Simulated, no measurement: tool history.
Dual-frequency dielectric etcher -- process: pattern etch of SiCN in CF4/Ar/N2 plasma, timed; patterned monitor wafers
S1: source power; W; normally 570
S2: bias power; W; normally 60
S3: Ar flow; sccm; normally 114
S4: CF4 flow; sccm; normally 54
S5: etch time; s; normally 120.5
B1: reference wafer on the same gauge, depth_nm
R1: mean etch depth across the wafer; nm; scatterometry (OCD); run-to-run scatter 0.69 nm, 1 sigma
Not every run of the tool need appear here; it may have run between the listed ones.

Run 1, hour 0: usual settings; B1 121.1. Result: R1 104.9 nm.
At hour 66: gauge calibrated.
At hour 78.2: wet clean of the chamber.
Run 2, hour 78.7: usual settings but S3 102 sccm; B1 121. Result: R1 109.5 nm.
Run 3, hour 139.4: usual settings but S3 102 sccm; B1 121.2. Result: R1 108.5 nm.
Run 4, hour 179.6: usual settings; B1 121. Result: R1 107.9 nm.
Run 5, hour 281.2: usual settings but S5 96.5 s; B1 121. Result: R1 84.3 nm.
At hour 360.3: upper electrode replaced.
Run 6, hour 360.8: usual settings but S5 96.5 s; B1 120.9. Result: R1 85.9 nm.
At hour 382.8: CF4 flow controller replaced.
At hour 400.6: bias power generator calibrated.
Run 7, hour 405.6: usual settings but S5 96.5 s; B1 120.8. Result: R1 84.1 nm.
Run 8, hour 434.9: usual settings; B1 120.9. Result: R1 105.1 nm.
Run 9, hour 471.2: usual settings; B1 121. Result: R1 106.8 nm.
At hour 643.6: wet clean of the chamber.
Run 10, hour 654.7: usual settings but S1 670 W, S4 58 sccm; B1 120.9. Result: R1 119.6 nm.
At hour 675.9: source power generator calibrated.
Run 11, hour 698.4: usual settings but S1 620 W, S2 46 W, S5 102.5 s; B1 120.9. Result: R1 88.8 nm.
Run 12, hour 761.3: usual settings but S4 66 sccm, S5 155.5 s; B1 121. Result: R1 135.2 nm.
At hour 780.7: gauge calibrated.
At hour 789.8: Ar flow controller replaced.
At hour 805.5: wet clean of the chamber, repeated, since the last time left the tool worse.
Run 13, hour 806: usual settings but S4 43 sccm, S5 147.5 s; B1 120.8. Result: R1 124.4 nm.
Run 14, hour 835.2: usual settings; B1 121. Result: R1 107.7 nm.
Run 15, hour 884.5: usual settings but S2 50 W, S3 97 sccm, S4 44 sccm; B1 121. Result: R1 101.7 nm.
Run 16, hour 918.5: usual settings; B1 121.2. Result: R1 108.7 nm.
Run 17, hour 954.6: usual settings but S1 690 W, S2 72 W, S3 105 sccm, S5 99 s; B1 120.9. Result: R1 110.4 nm.
Run 18, hour 1008.5: usual settings but S3 125 sccm; B1 121.2. Result: R1 104.2 nm.

Hidden state or all else? Some run-to-run changes of R1, split into what the settings, what came in and random variation would give without the hidden state, and what is left for the hidden state (with any gauge scatter that isn't in both results):
Hidden state present: etch rate over this chamber's usual, %; source power that arrives over what is set, %; bias power that arrives over what is set, %; Ar flow that arrives over what is set, %; CF4 flow that arrives over what is set, %; gauge reads high (%).
Run 11 -> 12: S1 620 -> 570, S2 46 -> 60, S4 54 -> 66, S5 102.5 -> 155.5. R1 +46.4 nm: hidden state -3.7, all else +50.1.
Run 12 -> 13: S4 66 -> 43, S5 155.5 -> 147.5, gauge calibrated, Ar flow controller replaced, wet clean of the chamber, repeated, since the last time left the tool worse. R1 -10.8 nm: hidden state +9.3, all else -20.1.

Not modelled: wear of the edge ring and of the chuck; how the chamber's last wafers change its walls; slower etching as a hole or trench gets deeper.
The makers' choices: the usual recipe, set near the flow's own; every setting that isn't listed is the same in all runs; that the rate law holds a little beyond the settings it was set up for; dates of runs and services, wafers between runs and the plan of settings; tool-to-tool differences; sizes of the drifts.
